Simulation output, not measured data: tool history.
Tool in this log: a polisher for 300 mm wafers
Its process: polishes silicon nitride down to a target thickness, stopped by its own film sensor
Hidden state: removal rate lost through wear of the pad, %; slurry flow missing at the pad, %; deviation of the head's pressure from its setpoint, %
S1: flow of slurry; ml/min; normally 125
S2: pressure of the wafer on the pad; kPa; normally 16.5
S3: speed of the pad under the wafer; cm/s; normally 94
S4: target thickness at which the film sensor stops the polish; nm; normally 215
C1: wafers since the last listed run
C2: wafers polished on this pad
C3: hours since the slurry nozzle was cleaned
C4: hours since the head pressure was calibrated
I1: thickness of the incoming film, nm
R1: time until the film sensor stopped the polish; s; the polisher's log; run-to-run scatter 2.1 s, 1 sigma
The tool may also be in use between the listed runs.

| run | hour | S1 | S2 | S3 | S4 | C1 | C2 | C3 | C4 | I1 | R1 |
|---|---|---|---|---|---|---|---|---|---|---|---|
| 1 | 0.0 | 125 | 16.5 | 94 | 215 | 0 | 1074 | 125.8 | 275.2 | 317.0 | 123.5 |
|  | 6.0 | worn pad replaced by a new one |
| 2 | 33.5 | 125 | 16.5 | 94 | 215 | 324 | 302 | 159.3 | 308.7 | 321.5 | 116.3 |
| 3 | 50.5 | 125 | 16.5 | 94 | 215 | 187 | 489 | 176.3 | 325.7 | 321.1 | 119.2 |
| 4 | 79.9 | 125 | 16.5 | 94 | 215 | 323 | 813 | 205.7 | 355.1 | 325.8 | 127.8 |
|  | 116.8 | worn pad replaced by a new one |
| 5 | 117.3 | 125 | 16.5 | 94 | 215 | 367 | 5 | 243.1 | 392.5 | 320.6 | 119.7 |
| 6 | 144.6 | 125 | 12.4 | 94 | 215 | 300 | 305 | 270.4 | 419.8 | 318.3 | 150.0 |
| 7 | 173.9 | 125 | 16.5 | 94 | 228 | 322 | 628 | 299.7 | 449.1 | 326.3 | 113.5 |
| 8 | 192.4 | 125 | 16.5 | 94 | 228 | 203 | 831 | 318.2 | 467.6 | 320.5 | 113.5 |
|  | 201.4 | worn pad replaced by a new one |
| 9 | 225.2 | 125 | 16.5 | 94 | 237 | 317 | 261 | 351.0 | 500.4 | 320.0 | 95.6 |
| 10 | 246.0 | 165 | 14.5 | 102 | 200 | 228 | 490 | 371.8 | 521.2 | 320.7 | 141.4 |
|  | 274.1 | head pressure recalibrated |
|  | 287.7 | worn pad replaced by a new one |
| 11 | 296.1 | 125 | 21.4 | 94 | 241 | 485 | 92 | 421.9 | 22.0 | 316.0 | 71.7 |
| 12 | 310.5 | 125 | 16.5 | 94 | 215 | 158 | 251 | 436.3 | 36.4 | 317.3 | 123.5 |
|  | 312.3 | slurry nozzle cleaned |
| 13 | 325.3 | 125 | 20.7 | 94 | 215 | 151 | 403 | 13.0 | 51.2 | 316.8 | 83.9 |
| 14 | 354.0 | 85 | 16.5 | 94 | 192 | 315 | 718 | 41.7 | 79.9 | 317.0 | 158.3 |
|  | 383.4 | worn pad replaced by a new one |
| 15 | 389.3 | 95 | 20.0 | 94 | 215 | 344 | 64 | 77.0 | 115.2 | 326.9 | 104.6 |
| 16 | 419.0 | 125 | 16.5 | 118 | 215 | 326 | 391 | 106.7 | 144.9 | 314.4 | 88.6 |
| 17 | 452.3 | 125 | 16.5 | 94 | 215 | 366 | 758 | 140.0 | 178.2 | 320.0 | 117.7 |
|  | 477.0 | worn pad replaced by a new one |
| 18 | 478.4 | 170 | 20.7 | 66 | 215 | 243 | 15 | 166.1 | 204.3 | 318.4 | 105.9 |
| 19 | 496.8 | 90 | 20.0 | 74 | 239 | 202 | 217 | 184.5 | 222.7 | 324.8 | 102.8 |

Forecast each of these 3 alternatives for the next run:
| A | 497.2 | 125 | 16.5 | 94 | 215 | 4 | 222 | 184.9 | 223.1 | 318.5 | ? |
| B | 497.2 | 100 | 18.6 | 94 | 215 | 4 | 222 | 184.9 | 223.1 | 318.5 | ? |
| C | 497.2 | 160 | 16.5 | 94 | 215 | 4 | 222 | 184.9 | 223.1 | 318.5 | ? |

| run | R1 |
|---|---|
| A | 110.0 |
| B | 105.0 |
| C | 103.8 |
Stripped of hidden state, with their random variation kept, the same runs would have yielded:
| run | R1 |
|---|---|
| A | 104.4 |
| B | 98.6 |
| C | 99.4 |

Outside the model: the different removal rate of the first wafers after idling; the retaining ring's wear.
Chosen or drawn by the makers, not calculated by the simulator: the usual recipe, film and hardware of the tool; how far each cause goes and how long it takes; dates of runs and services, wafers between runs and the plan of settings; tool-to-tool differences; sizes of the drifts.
